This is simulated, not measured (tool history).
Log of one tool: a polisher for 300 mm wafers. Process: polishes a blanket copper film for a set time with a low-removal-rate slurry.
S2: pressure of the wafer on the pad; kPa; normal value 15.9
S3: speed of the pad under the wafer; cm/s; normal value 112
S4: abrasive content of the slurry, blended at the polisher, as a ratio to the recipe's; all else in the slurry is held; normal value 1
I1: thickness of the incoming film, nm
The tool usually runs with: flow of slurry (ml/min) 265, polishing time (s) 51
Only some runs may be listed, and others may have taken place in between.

run 1 hour=0 | flow_of_slurry_(ml/min)=265 S2=15.9 S3=112 S4=1 polishing_time_(s)=51 | I1=936.2 | film_removed_(angstrom)=1294
run 2 hour=32.9 | flow_of_slurry_(ml/min)=265 S2=19.3 S3=112 S4=1 polishing_time_(s)=51 | I1=943 | film_removed_(angstrom)=1554
run 3 hour=68.9 | flow_of_slurry_(ml/min)=265 S2=19.3 S3=112 S4=1 polishing_time_(s)=51 | I1=929.1 | film_removed_(angstrom)=1504
run 4 hour=86.5 | flow_of_slurry_(ml/min)=265 S2=15.9 S3=112 S4=1 polishing_time_(s)=51 | I1=928.5 | film_removed_(angstrom)=1315
run 5 hour=100.9 | flow_of_slurry_(ml/min)=265 S2=15.9 S3=112 S4=1 polishing_time_(s)=51 | I1=933 | film_removed_(angstrom)=1305
run 6 hour=117.2 | flow_of_slurry_(ml/min)=265 S2=15.9 S3=112 S4=1 polishing_time_(s)=51 | I1=941.1 | film_removed_(angstrom)=1255
run 7 hour=151.6 | flow_of_slurry_(ml/min)=265 S2=15.9 S3=112 S4=1 polishing_time_(s)=51 | I1=929.9 | film_removed_(angstrom)=1240
run 8 hour=179.4 | flow_of_slurry_(ml/min)=265 S2=15.9 S3=112 S4=1 polishing_time_(s)=51 | I1=935.6 | film_removed_(angstrom)=1327
run 9 hour=215.3 | flow_of_slurry_(ml/min)=265 S2=15.9 S3=112 S4=1 polishing_time_(s)=51 | I1=945.6 | film_removed_(angstrom)=1268
run 10 hour=238 | flow_of_slurry_(ml/min)=265 S2=15.9 S3=88 S4=1 polishing_time_(s)=51 | I1=939.9 | film_removed_(angstrom)=988
run 11 hour=253 | flow_of_slurry_(ml/min)=265 S2=15.9 S3=148 S4=1.25 polishing_time_(s)=51 | I1=946.3 | film_removed_(angstrom)=1945
run 12 hour=268.7 | flow_of_slurry_(ml/min)=265 S2=15.9 S3=112 S4=1 polishing_time_(s)=51 | I1=942.6 | film_removed_(angstrom)=1323
run 13 hour=300.4 | flow_of_slurry_(ml/min)=225 S2=13.8 S3=112 S4=1 polishing_time_(s)=51 | I1=943.9 | film_removed_(angstrom)=1091
run 14 hour=338.9 | flow_of_slurry_(ml/min)=265 S2=15.9 S3=136 S4=1 polishing_time_(s)=65 | I1=939.4 | film_removed_(angstrom)=2109
run 15 hour=361.6 | flow_of_slurry_(ml/min)=265 S2=12.4 S3=98 S4=0.9 polishing_time_(s)=51 | I1=927.6 | film_removed_(angstrom)=871
run 16 hour=381.6 | flow_of_slurry_(ml/min)=265 S2=15.9 S3=112 S4=1 polishing_time_(s)=51 | I1=940 | film_removed_(angstrom)=1276
run 17 hour=397.1 | flow_of_slurry_(ml/min)=230 S2=15.9 S3=112 S4=0.85 polishing_time_(s)=51 | I1=928.8 | film_removed_(angstrom)=1195
run 18 hour=416.4 | flow_of_slurry_(ml/min)=265 S2=15.9 S3=148 S4=1.25 polishing_time_(s)=51 | I1=941.4 | film_removed_(angstrom)=1757
run 19 hour=437.5 | flow_of_slurry_(ml/min)=265 S2=15.9 S3=98 S4=1.15 polishing_time_(s)=51 | I1=937.1 | film_removed_(angstrom)=1208
run 20 hour=458.7 | flow_of_slurry_(ml/min)=265 S2=15.9 S3=112 S4=1 polishing_time_(s)=51 | I1=936.5 | film_removed_(angstrom)=1283
run 21 hour=479.6 | flow_of_slurry_(ml/min)=265 S2=15.9 S3=112 S4=0.8 polishing_time_(s)=66 | I1=938.8 | film_removed_(angstrom)=1523

Not shown here: 9 entries made in the log between runs. Locate each between two listed runs and compare the hidden state at the listed run before it with the hidden state at the listed run after it:
Runs 3 to 4: worn pad replaced by a new one (hour 73.3)
  removal rate lost through wear of the pad, %: 8.47 -> 3.97
  measured less the result without the state, film removed (angstrom): -140 -> -55
Runs 7 to 8: worn pad replaced by a new one (hour 165.6); head pressure recalibrated (hour 166.7); slurry blender recalibrated (hour 174.8)
  removal rate lost through wear of the pad, %: 8.8 -> 4.07
  measured less the result without the state, film removed (angstrom): -119 -> -56
Runs 9 to 10: slurry nozzle cleaned (hour 225.6)
  removal rate lost through wear of the pad, %: 7.74 -> 8.64
  measured less the result without the state, film removed (angstrom): -107 -> -94
Runs 10 to 11: worn pad replaced by a new one (hour 251.9)
  removal rate lost through wear of the pad, %: 8.64 -> 0.458
  measured less the result without the state, film removed (angstrom): -94 -> -9
Runs 13 to 14: worn pad replaced by a new one (hour 338.4)
  removal rate lost through wear of the pad, %: 6.72 -> 0.62
  measured less the result without the state, film removed (angstrom): -79 -> -13
Runs 15 to 16: slurry blender recalibrated (hour 374.6)
  removal rate lost through wear of the pad, %: 4.82 -> 6.71
  measured less the result without the state, film removed (angstrom): -44 -> -92
Runs 18 to 19: worn pad replaced by a new one (hour 423.5)
  removal rate lost through wear of the pad, %: 8.16 -> 3.87
  measured less the result without the state, film removed (angstrom): -156 -> -48
